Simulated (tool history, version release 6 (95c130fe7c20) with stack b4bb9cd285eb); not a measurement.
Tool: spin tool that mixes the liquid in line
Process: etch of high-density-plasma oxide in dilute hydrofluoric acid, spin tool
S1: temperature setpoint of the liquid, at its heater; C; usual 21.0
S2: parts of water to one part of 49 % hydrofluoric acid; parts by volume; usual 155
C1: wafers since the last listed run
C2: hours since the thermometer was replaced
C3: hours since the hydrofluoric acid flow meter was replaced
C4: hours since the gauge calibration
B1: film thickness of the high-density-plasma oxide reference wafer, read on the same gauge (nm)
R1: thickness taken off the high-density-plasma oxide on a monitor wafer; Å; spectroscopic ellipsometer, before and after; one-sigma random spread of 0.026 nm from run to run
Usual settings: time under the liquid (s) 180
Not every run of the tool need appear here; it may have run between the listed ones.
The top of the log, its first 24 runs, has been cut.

run 25 day=47.858 | S1=25.5 S2=155 time_under_the_liquid_(s)=210 | C1=214 C2=483.6 C3=59.6 C4=154.1 | B1=50.386 | R1=69.20
run 26 day=52.521 | S1=25.5 S2=220 time_under_the_liquid_(s)=90 | C1=846 C2=595.5 C3=171.5 C4=266.0 | B1=50.606 | R1=19.36
run 27 day=55.054 | S1=21.0 S2=155 time_under_the_liquid_(s)=80 | C1=460 C2=656.3 C3=232.3 C4=326.8 | B1=50.718 | R1=22.18
run 28 day=56.217 | S1=21.0 S2=130 time_under_the_liquid_(s)=180 | C1=211 C2=684.2 C3=260.2 C4=354.7 | B1=50.792 | R1=61.07
run 29 day=58.808 | S1=21.0 S2=155 time_under_the_liquid_(s)=180 | C1=470 C2=746.4 C3=322.4 C4=416.9 | B1=50.957 | R1=49.76
run 30 day=61.112 | S1=21.0 S2=190 time_under_the_liquid_(s)=75 | C1=418 C2=801.7 C3=377.7 C4=472.2 | B1=51.023 | R1=16.49
run 31 day=64.058 | S1=17.0 S2=155 time_under_the_liquid_(s)=265 | C1=535 C2=872.4 C3=448.4 C4=542.9 | B1=51.187 | R1=63.11
-- day=65.604 thermometer replaced
run 32 day=66.512 | S1=21.0 S2=155 time_under_the_liquid_(s)=180 | C1=438 C2=21.8 C3=507.3 C4=601.8 | B1=51.310 | R1=50.11

4 options for the next run, each taken on its own from the tool as it stands now. Forecast them:
run A day=66.533 | S1=21.0 S2=155 time_under_the_liquid_(s)=235 | C1=3 C2=22.3 C3=507.8 C4=602.3 | B1=? | R1=?
run B day=66.533 | S1=17.5 S2=155 time_under_the_liquid_(s)=120 | C1=3 C2=22.3 C3=507.8 C4=602.3 | B1=? | R1=?
run C day=66.533 | S1=17.0 S2=110 time_under_the_liquid_(s)=235 | C1=3 C2=22.3 C3=507.8 C4=602.3 | B1=? | R1=?
run D day=66.533 | S1=21.0 S2=155 time_under_the_liquid_(s)=110 | C1=3 C2=22.3 C3=507.8 C4=602.3 | B1=? | R1=?

run=A B1=51.280 R1=66.55
run=B B1=51.280 R1=29.54
run=C B1=51.280 R1=83.53
run=D B1=51.280 R1=31.15
With no hidden state in the tool, these same runs would have given:
run=A R1=64.86
run=B R1=28.80
run=C R1=81.42
run=D R1=30.36
